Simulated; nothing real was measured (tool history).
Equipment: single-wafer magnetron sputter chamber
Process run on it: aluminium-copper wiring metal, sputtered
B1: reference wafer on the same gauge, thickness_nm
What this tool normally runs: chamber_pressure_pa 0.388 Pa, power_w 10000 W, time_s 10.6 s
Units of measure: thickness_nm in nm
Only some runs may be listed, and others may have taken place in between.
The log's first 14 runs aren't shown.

{"run": 15, "day": 49.683, "chamber_pressure_pa": 0.388, "power_w": 10000, "time_s": 10.6, "B1": 178.964, "thickness_nm": 185.557}
{"run": 16, "day": 51.975, "chamber_pressure_pa": 0.281, "power_w": 11400, "time_s": 12.4, "B1": 178.805, "thickness_nm": 262.179}
{"run": 17, "day": 53.942, "chamber_pressure_pa": 0.388, "power_w": 11100, "time_s": 9.2, "B1": 179.063, "thickness_nm": 176.146}
{"run": 18, "day": 57.45, "chamber_pressure_pa": 0.478, "power_w": 10000, "time_s": 10.6, "B1": 179.079, "thickness_nm": 172.432}
{"run": 19, "day": 59.158, "chamber_pressure_pa": 0.505, "power_w": 7700, "time_s": 12.0, "B1": 179.116, "thickness_nm": 146.568}
{"run": 20, "day": 61.983, "chamber_pressure_pa": 0.276, "power_w": 10850, "time_s": 12.7, "B1": 178.928, "thickness_nm": 257.676}
{"day": 64.675, "done": "magnet pack replaced"}
{"day": 64.875, "done": "sputter target and shields replaced"}
{"run": 21, "day": 64.896, "chamber_pressure_pa": 0.388, "power_w": 10000, "time_s": 10.6, "B1": 179.19, "thickness_nm": 192.63}
{"run": 22, "day": 67.454, "chamber_pressure_pa": 0.388, "power_w": 9050, "time_s": 10.6, "B1": 179.212, "thickness_nm": 170.495}
{"day": 73.242, "done": "capacitance manometer re-zeroed and calibrated"}
{"run": 23, "day": 80.0, "chamber_pressure_pa": 0.388, "power_w": 10000, "time_s": 10.6, "B1": 179.135, "thickness_nm": 183.666}
{"run": 24, "day": 82.675, "chamber_pressure_pa": 0.459, "power_w": 11400, "time_s": 10.6, "B1": 179.096, "thickness_nm": 201.532}
{"run": 25, "day": 85.838, "chamber_pressure_pa": 0.532, "power_w": 12250, "time_s": 10.6, "B1": 178.901, "thickness_nm": 206.457}

Run 26, settings as shown, results not yet in. Your forecast:
{"run": 26, "day": 89.562, "chamber_pressure_pa": 0.234, "power_w": 8700, "time_s": 12.1, "B1": "?", "thickness_nm": "?"}

Run 26 came out at B1 178.987, thickness_nm 201.209 nm.
Were there no unlogged condition in the tool, this run, its random variation unchanged, would have produced thickness_nm 211.319 nm.
